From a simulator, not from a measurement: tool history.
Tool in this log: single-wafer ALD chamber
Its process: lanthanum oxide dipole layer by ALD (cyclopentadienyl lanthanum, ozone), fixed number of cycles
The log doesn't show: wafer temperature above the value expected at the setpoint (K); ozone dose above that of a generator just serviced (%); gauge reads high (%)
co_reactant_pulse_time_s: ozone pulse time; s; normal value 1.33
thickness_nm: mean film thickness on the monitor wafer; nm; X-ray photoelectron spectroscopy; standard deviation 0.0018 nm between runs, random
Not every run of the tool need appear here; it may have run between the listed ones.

run    hour  co_reactant_pulse_time_s  wafers since the last listed run  hours since the last thermocouple change  hours since the last ozone generator service  hours since the showerhead was replaced  hours since the gauge calibration  read-back reference wafer on the same gauge, thickness_nm  thickness_nm
  1       0                      1.33                                 0                                    2083.5                                         358.4                                     7761                              309.5                                                      0.583         0.539
  2    52.3                      1.33                              1007                                    2135.8                                         410.7                                   7813.3                              361.8                                                      0.583          0.54
  3    94.6                      1.33                               814                                    2178.1                                           453                                   7855.6                              404.1                                                      0.582          0.54
  4   148.3                      1.33                              1034                                    2231.8                                         506.7                                   7909.3                              457.8                                                      0.583         0.539
  5   196.5                      1.33                               928                                      2280                                         554.9                                   7957.5                                506                                                      0.583         0.533
  6   265.5                      1.33                              1328                                      2349                                         623.9                                   8026.5                                575                                                      0.583         0.536
  7   337.4                      1.33                              1384                                    2420.9                                         695.8                                   8098.4                              646.9                                                      0.583         0.531
  8   533.8                      1.33                              3781                                    2617.3                                         892.2                                   8294.8                              843.3                                                      0.583         0.535
      561.4  -- showerhead replaced
  9   590.8                      1.21                               943                                    2674.3                                         949.2                                     29.4                              900.3                                                      0.583         0.519
 10     620                      1.21                               562                                    2703.5                                         978.4                                     58.6                              929.5                                                      0.583         0.521
 11   653.5                      1.33                               645                                      2737                                        1011.9                                     92.1                                963                                                      0.583         0.532
 12   829.8                      1.33                              3394                                    2913.3                                        1188.2                                    268.4                             1139.3                                                      0.583          0.53
      893.1  -- thermocouple changed; heater temperature recalibrated
 13   893.6                      1.33                              1074                                       0.5                                          1252                                    332.2                             1203.1                                                      0.583         0.526
 14   923.4                      1.33                               573                                      30.3                                        1281.8                                      362                             1232.9                                                      0.583         0.528
 15   973.7                      1.33                               968                                      80.6                                        1332.1                                    412.3                             1283.2                                                      0.582         0.529
      987.2  -- gauge calibrated
 16  1016.1                      1.33                               816                                       123                                        1374.5                                    454.7                               28.9                                                      0.583         0.526
 17  1070.1                      1.67                              1039                                       177                                        1428.5                                    508.7                               82.9                                                      0.583         0.551
 18  1125.3                       1.1                              1062                                     232.2                                        1483.7                                    563.9                              138.1                                                      0.583         0.501
 19  1169.5                      1.08                               851                                     276.4                                        1527.9                                    608.1                              182.3                                                      0.583         0.492
 20  1203.6                      1.33                               656                                     310.5                                          1562                                    642.2                              216.4                                                      0.583         0.525
     1213.4  -- ozone generator serviced
 21  1271.9                      0.89                              1161                                     378.8                                          58.5                                    710.5                              284.7                                                      0.583         0.486
 22  1330.6                      0.86                              1130                                     437.5                                         117.2                                    769.2                              343.4                                                      0.583         0.481
 23  1360.1                      1.53                               568                                       467                                         146.7                                    798.7                              372.9                                                      0.583         0.556
 24  1394.5                      1.78                               662                                     501.4                                         181.1                                    833.1                              407.3                                                      0.583         0.568
 25  1448.2                      1.72                              1034                                     555.1                                         234.8                                    886.8                                461                                                      0.583         0.566
 26  1509.2                      1.55                              1174                                     616.1                                         295.8                                    947.8                                522                                                      0.583         0.556
 27    1560                      1.16                               978                                     666.9                                         346.6                                    998.6                              572.8                                                      0.583         0.525
 28  1599.3                      1.79                               756                                     706.2                                         385.9                                   1037.9                              612.1                                                      0.583         0.564
 29  1634.6                      1.69                               679                                     741.5                                         421.2                                   1073.2                              647.4                                                      0.583         0.559
 30  1688.4                      1.33                              1035                                     795.3                                           475                                     1127                              701.2                                                      0.583         0.537

Selected run-to-run steps in thickness_nm, each split into two signed amounts: the part the tool would show with no hidden state at all (from settings, incoming material and random variation), and the remainder, which goes to the hidden state together with any gauge scatter not common to the measured and the hidden-state-free results:
Run 16 -> 17: co_reactant_pulse_time_s 1.33 -> 1.67. thickness_nm +0.025 nm: hidden state +0.006, all else +0.019.
Run 17 -> 18: co_reactant_pulse_time_s 1.67 -> 1.1. thickness_nm -0.05 nm: hidden state -0.012, all else -0.038.
Run 20 -> 21: co_reactant_pulse_time_s 1.33 -> 0.89, ozone generator serviced. thickness_nm -0.039 nm: hidden state +0.017, all else -0.056.
Run 22 -> 23: co_reactant_pulse_time_s 0.86 -> 1.53. thickness_nm +0.075 nm: hidden state +0.001, all else +0.074.

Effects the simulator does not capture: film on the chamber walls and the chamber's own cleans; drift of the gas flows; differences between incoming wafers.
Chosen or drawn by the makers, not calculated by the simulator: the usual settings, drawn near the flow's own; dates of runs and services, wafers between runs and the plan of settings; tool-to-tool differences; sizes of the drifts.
